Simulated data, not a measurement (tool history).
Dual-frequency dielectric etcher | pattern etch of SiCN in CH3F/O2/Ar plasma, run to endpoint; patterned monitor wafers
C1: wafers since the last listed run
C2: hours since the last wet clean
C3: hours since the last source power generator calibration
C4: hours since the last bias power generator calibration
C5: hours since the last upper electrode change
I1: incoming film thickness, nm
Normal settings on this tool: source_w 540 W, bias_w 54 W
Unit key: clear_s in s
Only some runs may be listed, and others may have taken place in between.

{"run": 1, "hour": 0.0, "source_w": 540, "bias_w": 43, "C1": 0, "C2": 63.7, "C3": 1488.7, "C4": 1049.2, "C5": 2292.3, "I1": 7.05, "clear_s": 19.4}
{"run": 2, "hour": 28.5, "source_w": 540, "bias_w": 43, "C1": 250, "C2": 92.2, "C3": 1517.2, "C4": 1077.7, "C5": 2320.8, "I1": 7.12, "clear_s": 19.6}
{"run": 3, "hour": 48.8, "source_w": 570, "bias_w": 61, "C1": 178, "C2": 112.5, "C3": 1537.5, "C4": 1098.0, "C5": 2341.1, "I1": 7.11, "clear_s": 16.4}
{"run": 4, "hour": 74.6, "source_w": 540, "bias_w": 54, "C1": 226, "C2": 138.3, "C3": 1563.3, "C4": 1123.8, "C5": 2366.9, "I1": 7.09, "clear_s": 17.8}
{"run": 5, "hour": 94.2, "source_w": 540, "bias_w": 54, "C1": 172, "C2": 157.9, "C3": 1582.9, "C4": 1143.4, "C5": 2386.5, "I1": 7.06, "clear_s": 17.6}
{"run": 6, "hour": 113.8, "source_w": 540, "bias_w": 61, "C1": 172, "C2": 177.5, "C3": 1602.5, "C4": 1163.0, "C5": 2406.1, "I1": 7.1, "clear_s": 16.9}
{"run": 7, "hour": 131.7, "source_w": 540, "bias_w": 54, "C1": 157, "C2": 195.4, "C3": 1620.4, "C4": 1180.9, "C5": 2424.0, "I1": 7.12, "clear_s": 17.6}
{"run": 8, "hour": 150.7, "source_w": 540, "bias_w": 54, "C1": 166, "C2": 214.4, "C3": 1639.4, "C4": 1199.9, "C5": 2443.0, "I1": 7.13, "clear_s": 17.5}
{"run": 9, "hour": 173.8, "source_w": 540, "bias_w": 54, "C1": 202, "C2": 237.5, "C3": 1662.5, "C4": 1223.0, "C5": 2466.1, "I1": 7.1, "clear_s": 17.6}
{"run": 10, "hour": 202.8, "source_w": 540, "bias_w": 64, "C1": 254, "C2": 266.5, "C3": 1691.5, "C4": 1252.0, "C5": 2495.1, "I1": 7.09, "clear_s": 16.2}
{"hour": 227.4, "done": "source power generator calibrated"}
{"run": 11, "hour": 304.3, "source_w": 540, "bias_w": 64, "C1": 856, "C2": 368.0, "C3": 76.9, "C4": 1353.5, "C5": 2596.6, "I1": 7.06, "clear_s": 15.8}
{"run": 12, "hour": 331.1, "source_w": 540, "bias_w": 64, "C1": 235, "C2": 394.8, "C3": 103.7, "C4": 1380.3, "C5": 2623.4, "I1": 7.03, "clear_s": 15.8}
{"hour": 379.1, "done": "wet clean of the chamber"}
{"run": 13, "hour": 379.6, "source_w": 540, "bias_w": 54, "C1": 215, "C2": 0.5, "C3": 152.2, "C4": 1428.8, "C5": 2671.9, "I1": 7.07, "clear_s": 18.0}
{"run": 14, "hour": 379.9, "source_w": 540, "bias_w": 54, "C1": 2, "C2": 0.8, "C3": 152.5, "C4": 1429.1, "C5": 2672.2, "I1": 7.04, "clear_s": 17.8}
{"run": 15, "hour": 388.1, "source_w": 620, "bias_w": 41, "C1": 72, "C2": 9.0, "C3": 160.7, "C4": 1437.3, "C5": 2680.4, "I1": 7.1, "clear_s": 18.6}
{"run": 16, "hour": 410.9, "source_w": 540, "bias_w": 46, "C1": 200, "C2": 31.8, "C3": 183.5, "C4": 1460.1, "C5": 2703.2, "I1": 7.12, "clear_s": 19.2}
{"hour": 452.1, "done": "upper electrode replaced"}
{"run": 17, "hour": 452.6, "source_w": 540, "bias_w": 54, "C1": 155, "C2": 73.5, "C3": 225.2, "C4": 1501.8, "C5": 0.5, "I1": 7.14, "clear_s": 18.1}
{"run": 18, "hour": 455.3, "source_w": 430, "bias_w": 41, "C1": 23, "C2": 76.2, "C3": 227.9, "C4": 1504.5, "C5": 3.2, "I1": 7.08, "clear_s": 22.8}
{"run": 19, "hour": 480.6, "source_w": 600, "bias_w": 44, "C1": 222, "C2": 101.5, "C3": 253.2, "C4": 1529.8, "C5": 28.5, "I1": 7.06, "clear_s": 18.0}
{"run": 20, "hour": 501.8, "source_w": 650, "bias_w": 40, "C1": 186, "C2": 122.7, "C3": 274.4, "C4": 1551.0, "C5": 49.7, "I1": 7.01, "clear_s": 17.7}
{"hour": 521.2, "done": "bias power generator calibrated"}
{"run": 21, "hour": 528.7, "source_w": 540, "bias_w": 54, "C1": 201, "C2": 149.6, "C3": 301.3, "C4": 7.5, "C5": 76.6, "I1": 7.07, "clear_s": 17.7}
{"run": 22, "hour": 542.7, "source_w": 650, "bias_w": 54, "C1": 122, "C2": 163.6, "C3": 315.3, "C4": 21.5, "C5": 90.6, "I1": 7.09, "clear_s": 15.9}
{"run": 23, "hour": 572.9, "source_w": 540, "bias_w": 54, "C1": 265, "C2": 193.8, "C3": 345.5, "C4": 51.7, "C5": 120.8, "I1": 7.1, "clear_s": 17.5}
{"run": 24, "hour": 594.5, "source_w": 650, "bias_w": 54, "C1": 189, "C2": 215.4, "C3": 367.1, "C4": 73.3, "C5": 142.4, "I1": 7.11, "clear_s": 15.8}
{"run": 25, "hour": 615.1, "source_w": 540, "bias_w": 63, "C1": 180, "C2": 236.0, "C3": 387.7, "C4": 93.9, "C5": 163.0, "I1": 7.07, "clear_s": 16.4}
{"run": 26, "hour": 645.7, "source_w": 640, "bias_w": 46, "C1": 268, "C2": 266.6, "C3": 418.3, "C4": 124.5, "C5": 193.6, "I1": 7.07, "clear_s": 16.9}
{"run": 27, "hour": 662.6, "source_w": 640, "bias_w": 54, "C1": 148, "C2": 283.5, "C3": 435.2, "C4": 141.4, "C5": 210.5, "I1": 7.13, "clear_s": 15.9}
{"run": 28, "hour": 677.2, "source_w": 430, "bias_w": 59, "C1": 128, "C2": 298.1, "C3": 449.8, "C4": 156.0, "C5": 225.1, "I1": 7.11, "clear_s": 19.3}
{"run": 29, "hour": 710.4, "source_w": 540, "bias_w": 61, "C1": 291, "C2": 331.3, "C3": 483.0, "C4": 189.2, "C5": 258.3, "I1": 7.12, "clear_s": 16.7}

The tool's hidden state at each run:
source power that arrives over what is set, %: 0 on each run
bias power that arrives over what is set, %: 0 on each run
H1: etch rate over this chamber's usual, %
run=1 H1=1.03
run=2 H1=1.39
run=3 H1=1.65
run=4 H1=1.98
run=5 H1=2.23
run=6 H1=2.49
run=7 H1=2.72
run=8 H1=2.96
run=9 H1=3.25
run=10 H1=3.63
run=11 H1=4.93
run=12 H1=5.27
run=13 H1=0.00799
run=14 H1=0.0118
run=15 H1=0.117
run=16 H1=0.409
run=17 H1=0.944
run=18 H1=0.978
run=19 H1=1.3
run=20 H1=1.57
run=21 H1=1.92
run=22 H1=2.1
run=23 H1=2.49
run=24 H1=2.76
run=25 H1=3.03
run=26 H1=3.42
run=27 H1=3.64
run=28 H1=3.82
run=29 H1=4.25

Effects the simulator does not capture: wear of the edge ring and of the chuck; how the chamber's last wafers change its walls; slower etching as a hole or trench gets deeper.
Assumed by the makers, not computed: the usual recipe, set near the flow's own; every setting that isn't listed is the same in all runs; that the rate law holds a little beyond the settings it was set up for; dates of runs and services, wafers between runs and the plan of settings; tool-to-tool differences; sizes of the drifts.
